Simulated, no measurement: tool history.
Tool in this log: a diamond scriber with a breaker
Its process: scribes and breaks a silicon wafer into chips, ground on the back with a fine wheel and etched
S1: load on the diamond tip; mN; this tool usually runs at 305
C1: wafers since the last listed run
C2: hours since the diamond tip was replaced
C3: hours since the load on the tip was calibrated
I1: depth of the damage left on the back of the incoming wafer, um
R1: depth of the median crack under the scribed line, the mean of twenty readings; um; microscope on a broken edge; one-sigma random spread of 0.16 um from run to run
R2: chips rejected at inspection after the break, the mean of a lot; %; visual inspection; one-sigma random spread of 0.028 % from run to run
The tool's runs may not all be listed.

Run 1, hour 0: usual settings; C1 0; C2 719.7; C3 461.1; I1 0.34. Result: R1 11.11 um, R2 1.8 %.
Run 2, hour 14.2: usual settings; C1 54; C2 733.9; C3 475.3; I1 0.34. Result: R1 10.87 um, R2 1.95 %.
Run 3, hour 31.7: usual settings; C1 67; C2 751.4; C3 492.8; I1 0.59. Result: R1 11.02 um, R2 2.01 %.
Run 4, hour 59.9: usual settings; C1 108; C2 779.6; C3 521; I1 0.74. Result: R1 10.87 um, R2 2.17 %.
Run 5, hour 156.8: usual settings; C1 374; C2 876.5; C3 617.9; I1 0.59. Result: R1 10.24 um, R2 3.01 %.
Run 6, hour 175.7: usual settings; C1 72; C2 895.4; C3 636.8; I1 0.41. Result: R1 10.47 um, R2 2.98 %.
Run 7, hour 206.7: usual settings; C1 119; C2 926.4; C3 667.8; I1 0.41. Result: R1 10.39 um, R2 3.46 %.
At hour 212.1: load on the tip recalibrated.
Run 8, hour 236.7: usual settings; C1 108; C2 956.4; C3 24.6; I1 0.4. Result: R1 10.37 um, R2 3.92 %.
Run 9, hour 264.3: usual settings but S1 217 mN; C1 106; C2 984; C3 52.2; I1 0.31. Result: R1 8.84 um, R2 9.62 %.
At hour 274: diamond tip replaced by a new one.
Run 10, hour 300.9: usual settings but S1 263 mN; C1 133; C2 26.9; C3 88.8; I1 0.61. Result: R1 11.25 um, R2 1.19 %.

Expected results for the next run?
Run 11, hour 322.8: usual settings but S1 258 mN; C1 84; C2 48.8; C3 110.7; I1 0.76. Result: R1 ?, R2 ?.

{"run 11": {"R1": 11.28, "R2": 1.33}}
If the tool had no hidden condition, the same run with the same run-to-run variation would have returned R1 11.33 um, R2 1.28 %.
